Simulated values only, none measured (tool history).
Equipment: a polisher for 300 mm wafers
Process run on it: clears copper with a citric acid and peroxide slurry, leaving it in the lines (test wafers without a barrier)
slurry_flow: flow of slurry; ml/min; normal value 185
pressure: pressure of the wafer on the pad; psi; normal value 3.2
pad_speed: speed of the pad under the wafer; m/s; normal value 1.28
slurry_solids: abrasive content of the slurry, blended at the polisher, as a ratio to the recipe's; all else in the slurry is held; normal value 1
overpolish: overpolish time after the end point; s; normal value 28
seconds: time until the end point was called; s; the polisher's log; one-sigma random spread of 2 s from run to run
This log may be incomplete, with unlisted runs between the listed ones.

run   hour  slurry_flow  pressure  pad_speed  slurry_solids  overpolish  wafers since the last listed run  wafers polished on this pad  hours since the slurry nozzle was cleaned  hours since the head pressure was calibrated  hours since the slurry blender was calibrated  incoming thickness of the incoming film, nm  seconds
  1      0          185       3.2       1.28              1          28                                 0                          126                                        7.1                                         234.3                                          146.9                                        389.4    115.4
  2   71.4          185       3.2       1.28              1          28                               565                          691                                       78.5                                         305.7                                          218.3                                        386.6    118.5
      85.3  -- head pressure recalibrated
  3    114          185       3.2       1.28              1          28                               321                         1013                                      121.1                                          28.7                                          260.9                                          391      118
  4  155.8          185       3.6       1.28              1          28                               331                         1344                                      162.9                                          70.5                                          302.7                                        385.7    104.9
     176.7  -- worn pad replaced by a new one
  5  201.7          185       3.6       1.28              1          28                               331                          197                                      208.8                                         116.4                                          348.6                                          391    108.1
  6  257.9          185       3.6       1.28              1          28                               445                          642                                        265                                         172.6                                          404.8                                        391.8    106.5
  7  287.6          185       3.2       1.28            0.8          28                               235                          878                                      294.7                                         202.3                                          434.5                                        388.9    124.8
  8  356.6          185       3.2       1.28              1          28                               546                         1424                                      363.7                                         271.3                                          503.5                                        391.7    118.3
     376.2  -- slurry blender recalibrated
     385.9  -- worn pad replaced by a new one
  9  386.4          185       3.2       0.88            1.2          28                               188                            4                                      393.5                                         301.1                                           10.2                                        385.5    160.2
     396.3  -- head pressure recalibrated
 10  411.6          185       3.8       1.28            1.2          28                               183                          188                                      418.7                                          15.3                                           35.4                                        393.1     96.7
 11  465.3          145       3.2       1.28              1          28                               425                          613                                      472.4                                            69                                           89.1                                          391    125.9
 12  512.1          185         4        1.4           1.15          13                               370                          983                                      519.2                                         115.8                                          135.9                                        388.1     85.4
     589.5  -- worn pad replaced by a new one
     592.2  -- slurry nozzle cleaned
 13  633.2          185       3.2       1.28              1          28                               919                          338                                         41                                         236.9                                            257                                        394.6    122.1
 14  662.7          185       3.2       1.28              1          28                               233                          571                                       70.5                                         266.4                                          286.5                                        392.3    118.4
     687.2  -- head pressure recalibrated
 15  714.7          125       3.2       1.28              1          28                               395                          967                                      122.5                                          27.5                                          338.5                                        396.6    125.2
 16  746.6          185       3.2       1.28              1          28                               252                         1220                                      154.4                                          59.4                                          370.4                                        389.7    119.2
     782.7  -- worn pad replaced by a new one
     861.5  -- slurry blender recalibrated
 17  917.4          210       2.7       1.48           1.15          28                              1305                         1051                                      325.2                                         230.2                                           55.9                                        391.2    117.8

For each run, what was the tool's unlogged condition?
removal rate lost through wear of the pad, %: 0 at every run
slurry flow missing at the pad, %: 0 at every run
deviation of the head's pressure from its setpoint, %: 0 at every run
abrasive missing from the slurry, %: 0 at every run

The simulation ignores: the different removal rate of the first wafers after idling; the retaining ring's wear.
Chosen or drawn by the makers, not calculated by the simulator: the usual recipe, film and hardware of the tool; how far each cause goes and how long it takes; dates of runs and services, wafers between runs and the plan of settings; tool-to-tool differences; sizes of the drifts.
